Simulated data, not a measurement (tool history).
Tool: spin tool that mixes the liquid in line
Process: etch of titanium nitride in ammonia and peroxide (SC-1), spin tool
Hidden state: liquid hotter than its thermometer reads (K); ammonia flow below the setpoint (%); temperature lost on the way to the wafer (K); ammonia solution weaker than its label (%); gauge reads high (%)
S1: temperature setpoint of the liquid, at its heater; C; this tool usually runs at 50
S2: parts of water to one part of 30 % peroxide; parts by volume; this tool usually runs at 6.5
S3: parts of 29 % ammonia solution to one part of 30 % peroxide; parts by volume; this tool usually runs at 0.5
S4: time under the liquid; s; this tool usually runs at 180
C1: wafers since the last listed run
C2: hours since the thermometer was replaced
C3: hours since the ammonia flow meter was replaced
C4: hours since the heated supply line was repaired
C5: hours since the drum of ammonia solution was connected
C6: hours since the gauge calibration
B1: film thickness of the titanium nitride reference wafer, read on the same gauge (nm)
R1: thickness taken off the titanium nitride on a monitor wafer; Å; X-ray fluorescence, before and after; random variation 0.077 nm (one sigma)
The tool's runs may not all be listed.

run   hour    S1   S2    S3   S4   C1      C2      C3      C4      C5     C6     B1    R1
  1      0    42  6.5   0.5  180    0  1665.1  1045.7  1060.7  1050.7   66.6  79.97  30.9
  2   15.7    42  6.5   0.5  180  157  1680.8  1061.4  1076.4  1066.4   82.3  79.94  30.7
  3     30    42  6.5   0.5  180  143  1695.1  1075.7  1090.7  1080.7   96.6  79.97  30.8
  4     48    50  6.5   0.5  180  180  1713.1  1093.7  1108.7  1098.7  114.6     80  55.9
  5   58.1  54.5  6.5   0.5  180  101  1723.2  1103.8  1118.8  1108.8  124.7     80  76.6
      63.9  -- ammonia flow meter replaced
      66.8  -- thermometer replaced
  6   69.4    50  6.5   0.5  245   93     2.6     5.5  1130.1  1120.1    136  79.99  75.2
  7   83.5    50  6.5   0.5  245  141    16.7    19.6  1144.2  1134.2  150.1  79.98  75.4
  8  100.3  54.5  6.5   0.5  180  168    33.5    36.4    1161    1151  166.9  80.02  75.5
     104.2  -- heated supply line repaired
  9    116    50  6.5   0.5  180  147    49.2    52.1    11.8  1166.7  182.6     80  75.1
 10  130.1    50  6.5   0.7  180  141    63.3    66.2    25.9  1180.8  196.7  79.98  78.9
     136.4  -- gauge calibrated
     138.9  -- new drum of ammonia solution connected
 11  143.6  55.5  6.5   0.5  180  125    76.8    79.7    39.4     4.7    7.2  80.01   108
 12  159.5    50    5  0.65  180  159    92.7    95.6    55.3    20.6   23.1  80.01  86.8
 13  165.6    50  7.5   0.5  120   61    98.8   101.7    61.4    26.7   29.2  79.96  45.4

Run 14 comes next. What will it give?
 14   179  56   5  0.3  180  134  112.2  115.1  74.8  40.1  42.6   ?   ?

B1: 79.98
R1: 117.2 Å
On a tool with no hidden condition, and with the same random variation, this run would have come out at R1 123.5 Å.
